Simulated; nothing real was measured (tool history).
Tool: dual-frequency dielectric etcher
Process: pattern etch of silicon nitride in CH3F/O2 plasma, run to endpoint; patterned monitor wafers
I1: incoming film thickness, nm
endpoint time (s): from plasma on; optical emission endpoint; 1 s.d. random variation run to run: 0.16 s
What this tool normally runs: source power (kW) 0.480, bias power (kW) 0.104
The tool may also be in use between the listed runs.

{"run": 1, "hour": 0.0, "source power (kW)": 0.48, "bias power (kW)": 0.104, "I1": 60.4, "endpoint time (s)": 56.6}
{"run": 2, "hour": 11.8, "source power (kW)": 0.48, "bias power (kW)": 0.104, "I1": 59.6, "endpoint time (s)": 56.5}
{"run": 3, "hour": 24.9, "source power (kW)": 0.48, "bias power (kW)": 0.104, "I1": 60.7, "endpoint time (s)": 57.6}
{"run": 4, "hour": 34.7, "source power (kW)": 0.48, "bias power (kW)": 0.104, "I1": 60.0, "endpoint time (s)": 56.9}
{"run": 5, "hour": 43.1, "source power (kW)": 0.41, "bias power (kW)": 0.104, "I1": 60.3, "endpoint time (s)": 59.4}
{"run": 6, "hour": 59.5, "source power (kW)": 0.44, "bias power (kW)": 0.104, "I1": 60.2, "endpoint time (s)": 58.5}
{"hour": 97.5, "done": "wet clean of the chamber"}
{"run": 7, "hour": 98.0, "source power (kW)": 0.44, "bias power (kW)": 0.104, "I1": 59.8, "endpoint time (s)": 55.6}
{"run": 8, "hour": 98.3, "source power (kW)": 0.44, "bias power (kW)": 0.104, "I1": 59.7, "endpoint time (s)": 55.8}
{"run": 9, "hour": 98.7, "source power (kW)": 0.48, "bias power (kW)": 0.104, "I1": 60.2, "endpoint time (s)": 54.8}
{"run": 10, "hour": 110.6, "source power (kW)": 0.48, "bias power (kW)": 0.104, "I1": 60.3, "endpoint time (s)": 55.0}
{"run": 11, "hour": 122.2, "source power (kW)": 0.48, "bias power (kW)": 0.104, "I1": 59.9, "endpoint time (s)": 54.8}
{"hour": 131.3, "done": "source power generator calibrated"}
{"run": 12, "hour": 138.9, "source power (kW)": 0.44, "bias power (kW)": 0.104, "I1": 60.0, "endpoint time (s)": 56.0}
{"hour": 210.4, "done": "upper electrode replaced"}
{"run": 13, "hour": 210.9, "source power (kW)": 0.56, "bias power (kW)": 0.123, "I1": 60.0, "endpoint time (s)": 49.8}
{"run": 14, "hour": 211.3, "source power (kW)": 0.48, "bias power (kW)": 0.104, "I1": 59.5, "endpoint time (s)": 54.7}
{"run": 15, "hour": 212.1, "source power (kW)": 0.48, "bias power (kW)": 0.112, "I1": 59.7, "endpoint time (s)": 53.3}
{"run": 16, "hour": 225.2, "source power (kW)": 0.48, "bias power (kW)": 0.104, "I1": 60.0, "endpoint time (s)": 55.1}
{"hour": 230.3, "done": "bias power generator calibrated"}
{"run": 17, "hour": 236.6, "source power (kW)": 0.48, "bias power (kW)": 0.079, "I1": 59.5, "endpoint time (s)": 59.8}
{"run": 18, "hour": 244.6, "source power (kW)": 0.37, "bias power (kW)": 0.123, "I1": 59.1, "endpoint time (s)": 55.2}
{"run": 19, "hour": 257.4, "source power (kW)": 0.48, "bias power (kW)": 0.104, "I1": 60.3, "endpoint time (s)": 55.4}
{"run": 20, "hour": 271.0, "source power (kW)": 0.43, "bias power (kW)": 0.113, "I1": 60.3, "endpoint time (s)": 55.4}
{"run": 21, "hour": 279.7, "source power (kW)": 0.37, "bias power (kW)": 0.104, "I1": 60.2, "endpoint time (s)": 59.6}
{"run": 22, "hour": 296.5, "source power (kW)": 0.44, "bias power (kW)": 0.114, "I1": 60.1, "endpoint time (s)": 55.0}
{"run": 23, "hour": 306.2, "source power (kW)": 0.43, "bias power (kW)": 0.104, "I1": 60.7, "endpoint time (s)": 58.2}

5 options for the next run, each taken on its own from the tool as it stands now. Forecast them:
{"run": "A", "hour": 306.7, "source power (kW)": 0.53, "bias power (kW)": 0.104, "I1": 60.0, "endpoint time (s)": "?"}
{"run": "B", "hour": 306.7, "source power (kW)": 0.55, "bias power (kW)": 0.104, "I1": 60.0, "endpoint time (s)": "?"}
{"run": "C", "hour": 306.7, "source power (kW)": 0.4, "bias power (kW)": 0.104, "I1": 60.0, "endpoint time (s)": "?"}
{"run": "D", "hour": 306.7, "source power (kW)": 0.54, "bias power (kW)": 0.12, "I1": 60.0, "endpoint time (s)": "?"}
{"run": "E", "hour": 306.7, "source power (kW)": 0.42, "bias power (kW)": 0.112, "I1": 60.0, "endpoint time (s)": "?"}

run=A endpoint_time_(s)=54.0
run=B endpoint_time_(s)=53.4
run=C endpoint_time_(s)=58.5
run=D endpoint_time_(s)=51.1
run=E endpoint_time_(s)=56.2
Had the tool no hidden state, the same runs would have come out as:
run=A endpoint_time_(s)=53.3
run=B endpoint_time_(s)=52.7
run=C endpoint_time_(s)=57.7
run=D endpoint_time_(s)=50.4
run=E endpoint_time_(s)=55.5
